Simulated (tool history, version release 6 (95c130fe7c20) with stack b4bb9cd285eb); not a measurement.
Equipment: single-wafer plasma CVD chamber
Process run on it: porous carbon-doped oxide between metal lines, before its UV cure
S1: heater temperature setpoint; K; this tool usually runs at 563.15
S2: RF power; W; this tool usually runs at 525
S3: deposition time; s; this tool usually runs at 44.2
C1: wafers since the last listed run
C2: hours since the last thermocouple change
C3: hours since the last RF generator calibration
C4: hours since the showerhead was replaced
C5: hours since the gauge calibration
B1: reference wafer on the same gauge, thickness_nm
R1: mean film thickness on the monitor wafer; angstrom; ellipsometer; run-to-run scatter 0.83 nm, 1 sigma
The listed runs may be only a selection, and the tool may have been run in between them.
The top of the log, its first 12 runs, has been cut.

Run 13, hour 1310.1: usual settings but S2 570 W; C1 3008; C2 580.4; C3 376.7; C4 3930.1; C5 1533.9; B1 281.062. Result: R1 2980.5 angstrom.
Run 14, hour 1405.6: usual settings but S2 570 W; C1 1304; C2 675.9; C3 472.2; C4 4025.6; C5 1629.4; B1 281.074. Result: R1 2967.02 angstrom.
Run 15, hour 1458.8: usual settings but S1 573.15 K; C1 726; C2 729.1; C3 525.4; C4 4078.8; C5 1682.6; B1 280.962. Result: R1 2635.93 angstrom.
Run 16, hour 1531.8: usual settings but S1 573.15 K; C1 997; C2 802.1; C3 598.4; C4 4151.8; C5 1755.6; B1 281.049. Result: R1 2645.53 angstrom.
Run 17, hour 1573.8: usual settings but S1 577.15 K, S3 47.3 s; C1 573; C2 844.1; C3 640.4; C4 4193.8; C5 1797.6; B1 281.074. Result: R1 2746.29 angstrom.
Run 18, hour 1643.8: usual settings but S2 595 W; C1 956; C2 914.1; C3 710.4; C4 4263.8; C5 1867.6; B1 280.98. Result: R1 3025.1 angstrom.
At hour 1671.3: gauge calibrated.
Run 19, hour 1852: usual settings but S2 445 W, S3 50.3 s; C1 2844; C2 1122.3; C3 918.6; C4 4472; C5 180.7; B1 281.025. Result: R1 2881.63 angstrom.
Run 20, hour 1947.3: usual settings; C1 1302; C2 1217.6; C3 1013.9; C4 4567.3; C5 276; B1 280.972. Result: R1 2828.77 angstrom.
Run 21, hour 2007: usual settings but S1 552.15 K; C1 815; C2 1277.3; C3 1073.6; C4 4627; C5 335.7; B1 280.685. Result: R1 3036.04 angstrom.
Run 22, hour 2054.7: usual settings; C1 651; C2 1325; C3 1121.3; C4 4674.7; C5 383.4; B1 280.962. Result: R1 2815.2 angstrom.
At hour 2091.9: showerhead replaced, of another model than before.
Run 23, hour 2130.4: usual settings but S1 554.15 K, S2 565 W, S3 37.6 s; C1 924; C2 1400.7; C3 1197; C4 38.5; C5 459.1; B1 280.953. Result: R1 2641.34 angstrom.
Run 24, hour 2174.3: usual settings but S1 576.15 K, S2 555 W, S3 40 s; C1 599; C2 1444.6; C3 1240.9; C4 82.4; C5 503; B1 281.065. Result: R1 2394.45 angstrom.
At hour 2196: thermocouple changed; heater temperature recalibrated.
Run 25, hour 2234.1: usual settings but S1 554.15 K, S2 565 W, S3 37.6 s; C1 707; C2 38.1; C3 1300.7; C4 142.2; C5 562.8; B1 281.025. Result: R1 2631.4 angstrom.
Run 26, hour 2276.5: usual settings but S1 569.15 K, S2 450 W, S3 38.3 s; C1 579; C2 80.5; C3 1343.1; C4 184.6; C5 605.2; B1 281.221. Result: R1 2217.35 angstrom.
Run 27, hour 2334.1: usual settings but S1 569.15 K, S2 450 W, S3 38.3 s; C1 786; C2 138.1; C3 1400.7; C4 242.2; C5 662.8; B1 281.037. Result: R1 2204.21 angstrom.
Run 28, hour 2416.5: usual settings; C1 1125; C2 220.5; C3 1483.1; C4 324.6; C5 745.2; B1 281.145. Result: R1 2822.53 angstrom.
Run 29, hour 2453.4: usual settings but S1 557.15 K, S2 565 W, S3 40.2 s; C1 504; C2 257.4; C3 1520; C4 361.5; C5 782.1; B1 281.068. Result: R1 2740.67 angstrom.
Run 30, hour 2551.6: usual settings but S1 559.15 K, S2 440 W, S3 41 s; C1 1341; C2 355.6; C3 1618.2; C4 459.7; C5 880.3; B1 281.106. Result: R1 2498.02 angstrom.
Run 31, hour 2794.1: usual settings but S1 571.15 K, S3 46.4 s; C1 3313; C2 598.1; C3 1860.7; C4 702.2; C5 1122.8; B1 281.37. Result: R1 2781.59 angstrom.
Run 32, hour 2832.7: usual settings but S2 565 W, S3 50.3 s; C1 527; C2 636.7; C3 1899.3; C4 740.8; C5 1161.4; B1 281.072. Result: R1 3258.03 angstrom.
Run 33, hour 2895.2: usual settings; C1 853; C2 699.2; C3 1961.8; C4 803.3; C5 1223.9; B1 281.112. Result: R1 2780.95 angstrom.

Consider 3 possible next runs. They are alternatives, not a sequence: every one starts from the tool as it was left by run 33. What does each give?
Run A, hour 2895.6: usual settings; C1 5; C2 699.6; C3 1962.2; C4 803.7; C5 1224.3; B1 ?. Result: R1 ?.
Run B, hour 2895.6: usual settings but S2 605 W, S3 49.5 s; C1 5; C2 699.6; C3 1962.2; C4 803.7; C5 1224.3; B1 ?. Result: R1 ?.
Run C, hour 2895.6: usual settings but S1 576.15 K; C1 5; C2 699.6; C3 1962.2; C4 803.7; C5 1224.3; B1 ?. Result: R1 ?.

run       B1       R1
  A  281.191  2797.64
  B  281.191  3313.31
  C  281.191  2568.44
Stripped of hidden state, with their random variation kept, the same runs would have yielded:
run       R1
  A  2856.88
  B     3382
  C  2622.82
